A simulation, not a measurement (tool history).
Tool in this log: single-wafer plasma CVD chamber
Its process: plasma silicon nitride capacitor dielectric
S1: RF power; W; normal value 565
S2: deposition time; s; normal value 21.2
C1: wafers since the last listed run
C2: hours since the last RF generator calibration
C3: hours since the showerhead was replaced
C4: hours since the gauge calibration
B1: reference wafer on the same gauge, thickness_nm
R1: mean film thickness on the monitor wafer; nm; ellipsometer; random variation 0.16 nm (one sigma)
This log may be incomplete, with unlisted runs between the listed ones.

Run 1, day 0: usual settings; C1 0; C2 526.8; C3 4957.1; C4 1940.2; B1 38.444. Result: R1 35.896 nm.
Run 2, day 1.788: usual settings; C1 1259; C2 569.7; C3 5000; C4 1983.1; B1 38.396. Result: R1 35.927 nm.
Run 3, day 4.492: usual settings; C1 1906; C2 634.6; C3 5064.9; C4 2048; B1 38.376. Result: R1 35.788 nm.
Run 4, day 7.221: usual settings but S1 595 W, S2 18.2 s; C1 1923; C2 700.1; C3 5130.4; C4 2113.5; B1 38.398. Result: R1 30.938 nm.
Run 5, day 8.425: usual settings; C1 848; C2 729; C3 5159.3; C4 2142.4; B1 38.403. Result: R1 35.315 nm.
Run 6, day 10.6: usual settings; C1 1533; C2 781.2; C3 5211.5; C4 2194.6; B1 38.424. Result: R1 35.594 nm.
Run 7, day 13.933: usual settings; C1 2349; C2 861.2; C3 5291.5; C4 2274.6; B1 38.349. Result: R1 35.468 nm.
Run 8, day 16.058: usual settings; C1 1497; C2 912.2; C3 5342.5; C4 2325.6; B1 38.397. Result: R1 35.507 nm.
At day 16.488: RF generator calibrated.
Run 9, day 18.392: usual settings; C1 1409; C2 45.7; C3 5398.5; C4 2381.6; B1 38.361. Result: R1 36.285 nm.
Run 10, day 20.608: usual settings; C1 1562; C2 98.9; C3 5451.7; C4 2434.8; B1 38.386. Result: R1 35.874 nm.
Run 11, day 22.425: usual settings; C1 1280; C2 142.5; C3 5495.3; C4 2478.4; B1 38.356. Result: R1 35.79 nm.
Run 12, day 26.962: usual settings but S1 620 W; C1 3198; C2 251.4; C3 5604.2; C4 2587.3; B1 38.405. Result: R1 36.831 nm.
Run 13, day 28.546: usual settings but S1 525 W, S2 18 s; C1 1116; C2 289.4; C3 5642.2; C4 2625.3; B1 38.396. Result: R1 29.827 nm.
At day 29.875: showerhead replaced.
At day 30.138: gauge calibrated.
Run 14, day 30.838: usual settings but S1 525 W, S2 18 s; C1 1380; C2 344.4; C3 23.1; C4 16.8; B1 38.426. Result: R1 29.959 nm.
Run 15, day 33.262: usual settings; C1 1709; C2 402.6; C3 81.3; C4 75; B1 38.429. Result: R1 35.568 nm.
Run 16, day 35.333: usual settings; C1 1459; C2 452.3; C3 131; C4 124.7; B1 38.399. Result: R1 35.87 nm.
Run 17, day 36.821: usual settings; C1 1048; C2 488; C3 166.7; C4 160.4; B1 38.388. Result: R1 35.835 nm.
Run 18, day 39.979: usual settings but S1 540 W; C1 2226; C2 563.8; C3 242.5; C4 236.2; B1 38.392. Result: R1 35.195 nm.
Run 19, day 41.296: usual settings but S1 540 W; C1 928; C2 595.4; C3 274.1; C4 267.8; B1 38.377. Result: R1 35.222 nm.
Run 20, day 44.275: usual settings but S1 540 W; C1 2099; C2 666.9; C3 345.6; C4 339.3; B1 38.465. Result: R1 35.209 nm.
Run 21, day 46.296: usual settings but S1 500 W; C1 1424; C2 715.4; C3 394.1; C4 387.8; B1 38.4. Result: R1 34.284 nm.
Run 22, day 48.925: usual settings; C1 1853; C2 778.5; C3 457.2; C4 450.9; B1 38.393. Result: R1 35.369 nm.
Run 23, day 50.004: usual settings but S1 500 W; C1 760; C2 804.4; C3 483.1; C4 476.8; B1 38.396. Result: R1 34.27 nm.
Run 24, day 52.179: usual settings; C1 1533; C2 856.6; C3 535.3; C4 529; B1 38.454. Result: R1 35.468 nm.
At day 53.021: RF generator calibrated.
Run 25, day 54.092: usual settings but S1 605 W, S2 18.9 s; C1 1113; C2 25.7; C3 581.2; C4 574.9; B1 38.424. Result: R1 32.878 nm.
Run 26, day 55.725: usual settings; C1 1151; C2 64.9; C3 620.4; C4 614.1; B1 38.385. Result: R1 36.155 nm.
Run 27, day 58.104: usual settings but S1 640 W; C1 1677; C2 122; C3 677.5; C4 671.2; B1 38.4. Result: R1 37.082 nm.
Run 28, day 59.467: usual settings but S1 470 W, S2 18.3 s; C1 960; C2 154.7; C3 710.2; C4 703.9; B1 38.415. Result: R1 29.796 nm.
Run 29, day 61.917: usual settings but S1 630 W; C1 1726; C2 213.5; C3 769; C4 762.7; B1 38.397. Result: R1 37.206 nm.
Run 30, day 63.325: usual settings but S1 495 W, S2 25.2 s; C1 992; C2 247.3; C3 802.8; C4 796.5; B1 38.374. Result: R1 41.119 nm.
Run 31, day 66.146: usual settings but S2 22.6 s; C1 1988; C2 315; C3 870.5; C4 864.2; B1 38.393. Result: R1 38.27 nm.
Run 32, day 70.512: usual settings; C1 3077; C2 419.8; C3 975.3; C4 969; B1 38.372. Result: R1 35.765 nm.
Run 33, day 72.029: usual settings but S1 670 W, S2 18.9 s; C1 1069; C2 456.2; C3 1011.7; C4 1005.4; B1 38.411. Result: R1 33.294 nm.
Run 34, day 73.775: usual settings but S1 660 W, S2 22.3 s; C1 1230; C2 498.1; C3 1053.6; C4 1047.3; B1 38.413. Result: R1 39.106 nm.
Run 35, day 78.792: usual settings but S1 675 W, S2 18.9 s; C1 3536; C2 618.5; C3 1174; C4 1167.7; B1 38.409. Result: R1 33.345 nm.
Run 36, day 80.15: usual settings; C1 957; C2 651.1; C3 1206.6; C4 1200.3; B1 38.37. Result: R1 35.693 nm.
Run 37, day 82.608: usual settings; C1 1732; C2 710.1; C3 1265.6; C4 1259.3; B1 38.371. Result: R1 35.837 nm.
Run 38, day 83.742: usual settings but S2 17.3 s; C1 798; C2 737.3; C3 1292.8; C4 1286.5; B1 38.367. Result: R1 29.099 nm.
Run 39, day 85.05: usual settings but S1 630 W, S2 19 s; C1 922; C2 768.7; C3 1324.2; C4 1317.9; B1 38.391. Result: R1 32.803 nm.
Run 40, day 87.962: usual settings but S1 465 W, S2 19.3 s; C1 2052; C2 838.6; C3 1394.1; C4 1387.8; B1 38.405. Result: R1 30.932 nm.
Run 41, day 93.858: usual settings but S1 605 W, S2 19.4 s; C1 4155; C2 980.1; C3 1535.6; C4 1529.3; B1 38.398. Result: R1 33.182 nm.
Run 42, day 95.392: usual settings; C1 1080; C2 1016.9; C3 1572.4; C4 1566.1; B1 38.443. Result: R1 35.226 nm.
Run 43, day 97.958: usual settings but S1 535 W, S2 25.2 s; C1 1809; C2 1078.5; C3 1634; C4 1627.7; B1 38.446. Result: R1 41.404 nm.
Run 44, day 99.179: usual settings; C1 860; C2 1107.8; C3 1663.3; C4 1657; B1 38.379. Result: R1 35.314 nm.
At day 99.721: RF generator calibrated.
Run 45, day 100.621: usual settings but S1 515 W; C1 781; C2 21.6; C3 1697.9; C4 1691.6; B1 38.353. Result: R1 35.169 nm.

For each run, what was the tool's unlogged condition?
gauge reads high (%): 0 across all the runs
H1: delivered RF power above the setpoint (%)
run      H1
  1   -4.19
  2   -4.52
  3   -5.03
  4   -5.53
  5   -5.76
  6   -6.16
  7   -6.78
  8   -7.18
  9   -2.13
 10   -2.54
 11   -2.88
 12   -3.72
 13   -4.02
 14   -4.44
 15    -4.9
 16   -5.28
 17   -5.56
 18   -6.15
 19   -6.39
 20   -6.95
 21   -7.32
 22   -7.81
 23   -8.01
 24   -8.42
 25  -0.762
 26   -1.07
 27   -1.51
 28   -1.76
 29   -2.22
 30   -2.48
 31   -3.01
 32   -3.82
 33    -4.1
 34   -4.43
 35   -5.36
 36   -5.61
 37   -6.07
 38   -6.28
 39   -6.53
 40   -7.07
 41   -8.17
 42   -8.45
 43   -8.93
 44   -9.16
 45  -0.386
